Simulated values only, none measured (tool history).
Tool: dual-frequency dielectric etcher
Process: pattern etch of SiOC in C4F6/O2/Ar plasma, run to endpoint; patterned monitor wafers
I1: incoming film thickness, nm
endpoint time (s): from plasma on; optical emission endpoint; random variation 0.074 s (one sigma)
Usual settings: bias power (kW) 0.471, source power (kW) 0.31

{"run": 1, "hour": 0.0, "bias power (kW)": 0.471, "source power (kW)": 0.36, "I1": 52.2, "endpoint time (s)": 18.7}
{"hour": 31.8, "done": "wet clean of the chamber"}
{"run": 2, "hour": 32.3, "bias power (kW)": 0.515, "source power (kW)": 0.36, "I1": 52.3, "endpoint time (s)": 18.5}
{"run": 3, "hour": 47.4, "bias power (kW)": 0.515, "source power (kW)": 0.36, "I1": 52, "endpoint time (s)": 18.3}
{"run": 4, "hour": 71.4, "bias power (kW)": 0.515, "source power (kW)": 0.36, "I1": 52.2, "endpoint time (s)": 18.3}
{"run": 5, "hour": 95.2, "bias power (kW)": 0.471, "source power (kW)": 0.31, "I1": 51.8, "endpoint time (s)": 20.2}
{"run": 6, "hour": 118.4, "bias power (kW)": 0.471, "source power (kW)": 0.31, "I1": 52, "endpoint time (s)": 20.3}
{"run": 7, "hour": 159.0, "bias power (kW)": 0.471, "source power (kW)": 0.31, "I1": 52, "endpoint time (s)": 20.3}
{"run": 8, "hour": 172.9, "bias power (kW)": 0.471, "source power (kW)": 0.26, "I1": 52.3, "endpoint time (s)": 21.8}
{"run": 9, "hour": 198.6, "bias power (kW)": 0.471, "source power (kW)": 0.26, "I1": 51.5, "endpoint time (s)": 21.6}
{"run": 10, "hour": 213.1, "bias power (kW)": 0.471, "source power (kW)": 0.31, "I1": 51.7, "endpoint time (s)": 20}
{"run": 11, "hour": 249.0, "bias power (kW)": 0.471, "source power (kW)": 0.31, "I1": 52.3, "endpoint time (s)": 20.1}
{"run": 12, "hour": 273.9, "bias power (kW)": 0.471, "source power (kW)": 0.27, "I1": 52.1, "endpoint time (s)": 21.3}
{"run": 13, "hour": 298.0, "bias power (kW)": 0.471, "source power (kW)": 0.27, "I1": 52.6, "endpoint time (s)": 21.3}
{"run": 14, "hour": 324.2, "bias power (kW)": 0.471, "source power (kW)": 0.27, "I1": 52.4, "endpoint time (s)": 21.3}
{"run": 15, "hour": 352.6, "bias power (kW)": 0.412, "source power (kW)": 0.31, "I1": 51.9, "endpoint time (s)": 21.6}
{"hour": 376.6, "done": "bias power generator calibrated"}
{"run": 16, "hour": 377.1, "bias power (kW)": 0.384, "source power (kW)": 0.29, "I1": 52.5, "endpoint time (s)": 23.5}
{"hour": 417.0, "done": "wet clean of the chamber"}
{"run": 17, "hour": 417.5, "bias power (kW)": 0.54, "source power (kW)": 0.31, "I1": 52, "endpoint time (s)": 18.7}
{"hour": 447.0, "done": "upper electrode replaced"}
{"run": 18, "hour": 447.5, "bias power (kW)": 0.471, "source power (kW)": 0.26, "I1": 51.2, "endpoint time (s)": 21.4}
{"run": 19, "hour": 456.0, "bias power (kW)": 0.471, "source power (kW)": 0.31, "I1": 52.2, "endpoint time (s)": 20.2}
{"run": 20, "hour": 484.6, "bias power (kW)": 0.397, "source power (kW)": 0.39, "I1": 52.3, "endpoint time (s)": 20.5}
{"run": 21, "hour": 506.6, "bias power (kW)": 0.513, "source power (kW)": 0.37, "I1": 51.8, "endpoint time (s)": 17.9}
{"run": 22, "hour": 531.6, "bias power (kW)": 0.529, "source power (kW)": 0.37, "I1": 51.7, "endpoint time (s)": 17.5}
{"run": 23, "hour": 561.4, "bias power (kW)": 0.563, "source power (kW)": 0.39, "I1": 52.1, "endpoint time (s)": 16.5}
{"hour": 570.7, "done": "source power generator calibrated"}
{"run": 24, "hour": 580.5, "bias power (kW)": 0.471, "source power (kW)": 0.34, "I1": 51.9, "endpoint time (s)": 19.3}
{"run": 25, "hour": 595.4, "bias power (kW)": 0.471, "source power (kW)": 0.31, "I1": 52.2, "endpoint time (s)": 20.1}
{"run": 26, "hour": 616.0, "bias power (kW)": 0.471, "source power (kW)": 0.31, "I1": 52.5, "endpoint time (s)": 20.2}
{"run": 27, "hour": 644.9, "bias power (kW)": 0.368, "source power (kW)": 0.31, "I1": 52.3, "endpoint time (s)": 23.6}
{"run": 28, "hour": 671.9, "bias power (kW)": 0.471, "source power (kW)": 0.31, "I1": 52.6, "endpoint time (s)": 20.1}
{"run": 29, "hour": 701.7, "bias power (kW)": 0.569, "source power (kW)": 0.38, "I1": 52.2, "endpoint time (s)": 16.6}
{"run": 30, "hour": 732.2, "bias power (kW)": 0.471, "source power (kW)": 0.24, "I1": 52.1, "endpoint time (s)": 22.1}
{"hour": 773.5, "done": "wet clean of the chamber"}
{"run": 31, "hour": 774.0, "bias power (kW)": 0.471, "source power (kW)": 0.31, "I1": 52, "endpoint time (s)": 20.5}
{"run": 32, "hour": 787.9, "bias power (kW)": 0.471, "source power (kW)": 0.31, "I1": 52, "endpoint time (s)": 20.3}
{"run": 33, "hour": 851.8, "bias power (kW)": 0.471, "source power (kW)": 0.31, "I1": 52.1, "endpoint time (s)": 20.3}
{"run": 34, "hour": 885.7, "bias power (kW)": 0.548, "source power (kW)": 0.31, "I1": 52.3, "endpoint time (s)": 18.6}

Forecast each of these 5 alternatives for the next run:
{"run": "A", "hour": 886.1, "bias power (kW)": 0.55, "source power (kW)": 0.31, "I1": 52.1, "endpoint time (s)": "?"}
{"run": "B", "hour": 886.1, "bias power (kW)": 0.382, "source power (kW)": 0.34, "I1": 52.1, "endpoint time (s)": "?"}
{"run": "C", "hour": 886.1, "bias power (kW)": 0.358, "source power (kW)": 0.36, "I1": 52.1, "endpoint time (s)": "?"}
{"run": "D", "hour": 886.1, "bias power (kW)": 0.372, "source power (kW)": 0.36, "I1": 52.1, "endpoint time (s)": "?"}
{"run": "E", "hour": 886.1, "bias power (kW)": 0.506, "source power (kW)": 0.23, "I1": 52.1, "endpoint time (s)": "?"}

run=A endpoint_time_(s)=18.5
run=B endpoint_time_(s)=22.3
run=C endpoint_time_(s)=22.8
run=D endpoint_time_(s)=22.2
run=E endpoint_time_(s)=21.9
Without the tool's hidden state the same runs would have given:
run=A endpoint_time_(s)=18.7
run=B endpoint_time_(s)=22.5
run=C endpoint_time_(s)=23
run=D endpoint_time_(s)=22.4
run=E endpoint_time_(s)=22.1
